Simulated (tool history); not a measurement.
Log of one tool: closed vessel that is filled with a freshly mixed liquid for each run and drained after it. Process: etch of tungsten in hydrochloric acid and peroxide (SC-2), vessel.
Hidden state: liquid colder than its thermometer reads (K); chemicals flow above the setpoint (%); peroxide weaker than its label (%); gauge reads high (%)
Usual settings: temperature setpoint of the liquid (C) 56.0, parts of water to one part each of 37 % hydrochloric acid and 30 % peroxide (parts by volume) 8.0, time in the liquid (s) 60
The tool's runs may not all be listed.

| run | hour | temperature setpoint of the liquid (C) | parts of water to one part each of 37 % hydrochloric acid and 30 % peroxide (parts by volume) | time in the liquid (s) | wafers since the last listed run | hours since the thermometer was replaced | hours since the chemicals flow meter was replaced | hours since the drum of peroxide was connected | hours since the gauge calibration | read-back film thickness of the tungsten reference wafer, read on the same gauge (nm) | thickness taken off the tungsten on a monitor wafer (nm) |
|---|---|---|---|---|---|---|---|---|---|---|---|
| 1 | 0.0 | 56.0 | 8.0 | 60 | 0 | 1747.9 | 1092.8 | 70.1 | 723.0 | 40.03 | 26.04 |
| 2 | 38.9 | 56.0 | 9.5 | 60 | 2711 | 1786.8 | 1131.7 | 109.0 | 761.9 | 39.97 | 22.86 |
| 3 | 85.1 | 56.0 | 9.5 | 60 | 3219 | 1833.0 | 1177.9 | 155.2 | 808.1 | 39.96 | 22.93 |
| 4 | 125.5 | 56.0 | 9.5 | 60 | 2815 | 1873.4 | 1218.3 | 195.6 | 848.5 | 40.05 | 22.93 |
| 5 | 267.0 | 62.5 | 8.0 | 60 | 9861 | 2014.9 | 1359.8 | 337.1 | 990.0 | 39.99 | 39.86 |
| 6 | 308.5 | 62.5 | 8.0 | 60 | 2892 | 2056.4 | 1401.3 | 378.6 | 1031.5 | 39.99 | 39.71 |
| 7 | 349.5 | 56.0 | 8.0 | 80 | 2857 | 2097.4 | 1442.3 | 419.6 | 1072.5 | 39.98 | 35.12 |
| 8 | 402.5 | 56.0 | 8.0 | 80 | 3693 | 2150.4 | 1495.3 | 472.6 | 1125.5 | 39.99 | 35.15 |
| 9 | 474.1 | 56.0 | 8.0 | 80 | 4989 | 2222.0 | 1566.9 | 544.2 | 1197.1 | 39.97 | 35.32 |
| 10 | 505.6 | 56.0 | 5.0 | 35 | 2195 | 2253.5 | 1598.4 | 575.7 | 1228.6 | 39.94 | 22.11 |
| 11 | 532.9 | 56.0 | 5.0 | 35 | 1902 | 2280.8 | 1625.7 | 603.0 | 1255.9 | 40.05 | 21.95 |
| 12 | 575.7 | 63.0 | 8.0 | 60 | 2982 | 2323.6 | 1668.5 | 645.8 | 1298.7 | 39.96 | 41.15 |
|  | 586.9 | gauge calibrated |
| 13 | 603.7 | 63.0 | 8.0 | 60 | 1951 | 2351.6 | 1696.5 | 673.8 | 16.8 | 39.99 | 41.25 |
| 14 | 632.6 | 56.0 | 12.0 | 30 | 2014 | 2380.5 | 1725.4 | 702.7 | 45.7 | 40.02 | 9.47 |
| 15 | 686.0 | 56.0 | 8.0 | 85 | 3721 | 2433.9 | 1778.8 | 756.1 | 99.1 | 40.00 | 37.73 |
| 16 | 803.5 | 48.5 | 5.0 | 75 | 8188 | 2551.4 | 1896.3 | 873.6 | 216.6 | 39.98 | 28.81 |
| 17 | 843.2 | 56.0 | 8.0 | 60 | 2766 | 2591.1 | 1936.0 | 913.3 | 256.3 | 39.99 | 26.65 |
| 18 | 911.3 | 56.0 | 5.0 | 90 | 4746 | 2659.2 | 2004.1 | 981.4 | 324.4 | 39.95 | 57.04 |
|  | 1101.4 | new drum of peroxide connected |
| 19 | 1110.5 | 56.0 | 8.0 | 50 | 13813 | 2858.4 | 2203.3 | 9.1 | 523.6 | 39.95 | 22.27 |
|  | 1128.1 | chemicals flow meter replaced |
| 20 | 1175.9 | 47.0 | 5.0 | 60 | 4488 | 2923.8 | 47.8 | 74.5 | 589.0 | 39.96 | 20.41 |
|  | 1188.1 | thermometer replaced |
| 21 | 1235.2 | 56.0 | 5.0 | 40 | 4063 | 47.1 | 107.1 | 133.8 | 648.3 | 40.03 | 24.34 |
| 22 | 1266.0 | 60.5 | 5.5 | 35 | 2146 | 77.9 | 137.9 | 164.6 | 679.1 | 39.96 | 26.77 |
| 23 | 1312.0 | 56.0 | 8.0 | 60 | 3205 | 123.9 | 183.9 | 210.6 | 725.1 | 40.01 | 25.71 |
| 24 | 1378.6 | 56.0 | 8.0 | 60 | 4641 | 190.5 | 250.5 | 277.2 | 791.7 | 40.03 | 25.94 |
| 25 | 1420.5 | 47.0 | 5.0 | 30 | 2920 | 232.4 | 292.4 | 319.1 | 833.6 | 40.07 | 10.21 |
| 26 | 1583.7 | 56.0 | 9.5 | 60 | 11373 | 395.6 | 455.6 | 482.3 | 996.8 | 39.96 | 22.69 |

How the hidden state differs across the entries between the runs, from the last listed run before each to the first after it:
Between runs 12 and 13: gauge calibrated (hour 586.9)
  chemicals flow above the setpoint (%): 4.08 -> 4.14
  measured less the result without the state, thickness taken off the tungsten on a monitor wafer (nm): +1.29 -> +1.31
Between runs 18 and 19: new drum of peroxide connected (hour 1101.4)
  chemicals flow above the setpoint (%): 4.89 -> 5.38
  measured less the result without the state, thickness taken off the tungsten on a monitor wafer (nm): +1.89 -> +0.91
Between runs 19 and 20: chemicals flow meter replaced (hour 1128.1)
  chemicals flow above the setpoint (%): 5.38 -> 0.289
  measured less the result without the state, thickness taken off the tungsten on a monitor wafer (nm): +0.91 -> +0.04
Between runs 20 and 21: thermometer replaced (hour 1188.1)
  chemicals flow above the setpoint (%): 0.289 -> 0.433
  measured less the result without the state, thickness taken off the tungsten on a monitor wafer (nm): +0.04 -> +0.08
